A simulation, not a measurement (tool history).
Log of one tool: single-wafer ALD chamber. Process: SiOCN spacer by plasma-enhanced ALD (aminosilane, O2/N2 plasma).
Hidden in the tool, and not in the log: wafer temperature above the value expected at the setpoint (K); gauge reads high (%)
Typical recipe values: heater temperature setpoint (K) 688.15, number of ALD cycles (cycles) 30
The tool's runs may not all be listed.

run     day  heater temperature setpoint (K)  number of ALD cycles (cycles)  wafers since the last listed run  hours since the last thermocouple change  hours since the gauge calibration  read-back reference wafer on the same gauge, thickness_nm  mean film thickness on the monitor wafer (Å)
  1       0                           688.15                             30                                 0                                    1189.9                              199.3                                                      2.029                                          18.1
  2   1.292                           688.15                             30                               166                                    1220.9                              230.3                                                      2.026                                         18.13
  3   2.675                           688.15                             30                               177                                    1254.1                              263.5                                                      2.023                                         18.01
  4   3.546                           681.15                             30                               112                                      1275                              284.4                                                       2.02                                          18.6
  5   5.008                           681.15                             30                               188                                    1310.1                              319.5                                                       2.02                                         18.53
  6   6.275                           682.15                             30                               162                                    1340.5                              349.9                                                      2.016                                         18.43
  7   7.242                           688.15                             30                               124                                    1363.7                              373.1                                                      2.014                                          17.9
  8   8.312                           688.15                             30                               137                                    1389.4                              398.8                                                      2.013                                         17.95
  9   9.079                           688.15                             30                                98                                    1407.8                              417.2                                                      2.012                                         18.04
 10  10.167                           683.15                             30                               139                                    1433.9                              443.3                                                      2.007                                          18.2
 11  10.667                           702.15                             33                                64                                    1445.9                              455.3                                                      2.009                                         18.68
     10.767  -- gauge calibrated
 12   11.85                           700.15                             27                               152                                    1474.3                                 26                                                      2.039                                         15.74
 13  13.208                           684.15                             25                               174                                    1506.9                               58.6                                                      2.036                                         15.38
     14.154  -- thermocouple changed; heater temperature recalibrated
 14   14.35                           694.15                             34                               103                                       4.7                                 86                                                      2.034                                         20.14
 15  15.033                           679.15                             26                                87                                      21.1                              102.4                                                      2.034                                         16.27
 16  15.829                           679.15                             24                               102                                      40.2                              121.5                                                       2.03                                            15
 17  17.288                           681.15                             25                               187                                      75.2                              156.5                                                      2.028                                         15.42
 18  18.733                           688.15                             30                               185                                     109.9                              191.2                                                      2.025                                         18.02

For each run, what was the tool's unlogged condition?
wafer temperature above the value expected at the setpoint (K): 0 at every run
H1: gauge reads high (%)
run       H1
  1   -0.565
  2   -0.689
  3   -0.821
  4   -0.905
  5    -1.05
  6    -1.17
  7    -1.26
  8    -1.36
  9    -1.44
 10    -1.54
 11    -1.59
 12  -0.0461
 13   -0.176
 14   -0.286
 15   -0.352
 16   -0.428
 17   -0.568
 18   -0.707
